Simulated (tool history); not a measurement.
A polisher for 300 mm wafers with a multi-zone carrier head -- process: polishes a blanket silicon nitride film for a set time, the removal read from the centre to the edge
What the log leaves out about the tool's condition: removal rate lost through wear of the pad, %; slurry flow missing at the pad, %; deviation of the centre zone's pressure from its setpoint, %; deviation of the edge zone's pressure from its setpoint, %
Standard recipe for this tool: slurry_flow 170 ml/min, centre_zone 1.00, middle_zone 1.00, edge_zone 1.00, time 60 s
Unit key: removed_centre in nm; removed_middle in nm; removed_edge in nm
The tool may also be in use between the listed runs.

run,hour,slurry_flow,centre_zone,middle_zone,edge_zone,time,wafers since the last listed run,wafers polished on this pad,hours since the slurry nozzle was cleaned,hours since the centre zone pressure was calibrated,hours since the edge zone pressure was calibrated,hours since the carrier head's membrane was replaced,"incoming thickness of the incoming film, nm",removed_centre,removed_middle,removed_edge
1,0.0,150,1.06,1.00,1.00,60,0,1128,422.5,234.6,338.9,783.0,435.2,140.1,125.8,125.3
2,62.3,170,1.00,1.00,1.00,60,628,1756,484.8,296.9,401.2,845.3,433.4,135.2,130.2,128.1
# hour 78.1: slurry nozzle cleaned
# hour 104.8: edge zone pressure recalibrated
# hour 154.6: carrier head's membrane replaced by a new one
3,194.2,170,1.00,1.00,1.00,60,1249,3005,116.1,428.8,89.4,39.6,426.8,134.7,130.4,127.2
4,264.7,185,1.00,1.00,1.00,60,710,3716,186.6,499.3,159.9,110.1,428.9,135.0,132.8,128.3
5,315.1,170,0.89,1.00,0.97,75,508,4224,237.0,549.7,210.3,160.5,428.7,148.7,163.4,155.7
# hour 337.0: worn pad replaced by a new one
6,349.2,170,1.00,1.00,1.00,60,303,123,271.1,583.8,244.4,194.6,438.3,135.5,128.4,126.4
7,407.6,170,1.07,1.00,0.93,43,588,711,329.5,642.2,302.8,253.0,431.9,101.6,93.5,88.4
8,454.5,230,1.06,0.90,1.00,60,472,1184,376.4,689.1,349.7,299.9,431.9,149.7,123.4,131.9
9,489.5,130,1.00,1.00,1.00,60,352,1537,411.4,724.1,384.7,334.9,428.7,124.6,121.2,122.8
# hour 551.7: edge zone pressure recalibrated
10,556.2,135,1.06,1.00,1.08,60,652,2189,478.1,790.8,4.5,401.6,433.7,130.6,124.9,126.7
# hour 584.1: slurry nozzle cleaned
11,604.8,170,0.89,1.00,1.11,60,479,2669,20.7,839.4,53.1,450.2,427.6,116.6,128.3,134.1
12,667.7,190,1.00,1.09,1.00,60,634,3304,83.6,902.3,116.0,513.1,429.5,132.7,141.4,127.5
13,725.3,170,1.00,1.00,0.96,51,580,3884,141.2,959.9,173.6,570.7,424.4,110.5,110.2,105.0
# hour 753.4: worn pad replaced by a new one
14,792.7,170,1.00,1.00,1.00,41,639,395,208.6,1027.3,241.0,638.1,428.9,89.8,89.9,86.5
15,824.1,170,1.11,1.00,1.00,60,316,712,240.0,1058.7,272.4,669.5,426.0,146.4,130.1,126.7
16,868.5,115,1.00,1.00,1.00,79,447,1160,284.4,1103.1,316.8,713.9,424.9,154.8,153.0,156.8
17,906.8,170,1.00,1.00,1.00,60,386,1546,322.7,1141.4,355.1,752.2,428.7,130.7,127.7,126.3
# hour 952.0: edge zone pressure recalibrated
18,978.6,215,0.91,1.00,1.00,73,703,2250,394.5,1213.2,26.6,824.0,437.2,150.4,166.8,158.5
19,1009.2,170,1.12,0.94,1.00,60,308,2558,425.1,1243.8,57.2,854.6,425.8,144.5,121.1,126.7
# hour 1058.2: carrier head's membrane replaced by a new one
20,1058.7,170,1.00,1.00,0.90,78,448,3007,474.6,1293.3,106.7,0.5,423.7,165.7,163.0,158.2
21,1100.3,170,1.00,1.00,1.00,60,419,3426,516.2,1334.9,148.3,42.1,431.1,127.5,129.2,127.4
# hour 1105.7: slurry nozzle cleaned
# hour 1143.0: centre zone pressure recalibrated
# hour 1238.9: worn pad replaced by a new one
22,1283.3,170,1.00,1.00,1.00,50,1774,447,177.6,140.3,331.3,225.1,436.1,110.0,106.7,105.5
23,1337.3,170,1.00,1.00,1.00,60,544,992,231.6,194.3,385.3,279.1,427.6,135.3,130.6,126.7

Hidden condition of the tool, last listed run before each entry between runs versus first listed run after:
Logged between run 2 and run 3: slurry nozzle cleaned (hour 78.1); edge zone pressure recalibrated (hour 104.8); carrier head's membrane replaced by a new one (hour 154.6)
  deviation of the centre zone's pressure from its setpoint, %: -0.365 -> -0.929
  measured result minus the result with no hidden state, removed_centre: -0.5 -> -1.3 nm
Logged between run 5 and run 6: worn pad replaced by a new one (hour 337.0)
  deviation of the centre zone's pressure from its setpoint, %: -1.45 -> -1.59
  measured result minus the result with no hidden state, removed_centre: -2.2 -> -2.2 nm
Logged between run 9 and run 10: edge zone pressure recalibrated (hour 551.7)
  deviation of the centre zone's pressure from its setpoint, %: -2.19 -> -2.48
  measured result minus the result with no hidden state, removed_centre: -2.8 -> -3.3 nm
Logged between run 10 and run 11: slurry nozzle cleaned (hour 584.1)
  deviation of the centre zone's pressure from its setpoint, %: -2.48 -> -2.68
  measured result minus the result with no hidden state, removed_centre: -3.3 -> -3.2 nm
Logged between run 13 and run 14: worn pad replaced by a new one (hour 753.4)
  deviation of the centre zone's pressure from its setpoint, %: -3.2 -> -3.49
  measured result minus the result with no hidden state, removed_centre: -3.7 -> -3.2 nm
Logged between run 17 and run 18: edge zone pressure recalibrated (hour 952.0)
  deviation of the centre zone's pressure from its setpoint, %: -3.98 -> -4.28
  measured result minus the result with no hidden state, removed_centre: -5.4 -> -6.8 nm
Logged between run 19 and run 20: carrier head's membrane replaced by a new one (hour 1058.2)
  deviation of the centre zone's pressure from its setpoint, %: -4.41 -> -4.63
  measured result minus the result with no hidden state, removed_centre: -6.6 -> -8.1 nm
Logged between run 21 and run 22: slurry nozzle cleaned (hour 1105.7); centre zone pressure recalibrated (hour 1143.0); worn pad replaced by a new one (hour 1238.9)
  deviation of the centre zone's pressure from its setpoint, %: -4.8 -> -0.117
  measured result minus the result with no hidden state, removed_centre: -6.5 -> -0.1 nm
